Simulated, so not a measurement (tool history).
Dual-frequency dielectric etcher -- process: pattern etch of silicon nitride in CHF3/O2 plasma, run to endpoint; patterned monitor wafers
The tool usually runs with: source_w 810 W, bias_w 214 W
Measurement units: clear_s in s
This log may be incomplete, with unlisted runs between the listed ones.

run   hour  source_w  bias_w  incoming incoming film thickness, nm  clear_s
  1    0.0       810     197                                  93.6     53.3
  2   29.4       810     197                                  92.8     53.4
  3   48.2       810     214                                  93.5     51.7
  4   79.2       810     214                                  93.6     52.3
  5   94.8       810     214                                  93.6     52.7
  6  111.4       810     214                                  93.0     51.9
     125.9  -- bias power generator calibrated
     158.3  -- upper electrode replaced
  7  158.8       900     214                                  93.3     50.5
  8  159.2       900     214                                  93.1     50.6
     188.1  -- wet clean of the chamber
  9  188.6       900     214                                  93.0     50.5
 10  195.6       980     179                                  92.9     52.0
 11  221.8      1000     163                                  92.8     53.5
 12  234.0       700     214                                  93.3     53.6
 13  254.2       810     214                                  94.2     52.7
 14  273.8       810     214                                  94.1     52.3
     301.8  -- source power generator calibrated
 15  304.1      1010     233                                  93.2     47.8
 16  333.9       810     237                                  94.0     50.6
 17  369.6       710     179                                  92.9     56.0
 18  396.6       630     234                                  93.2     53.1

State the hidden condition of the tool at each of the runs:
etch rate over this chamber's usual, %: 0 in every run
source power that arrives over what is set, %: 0 in every run
bias power that arrives over what is set, %: 0 in every run
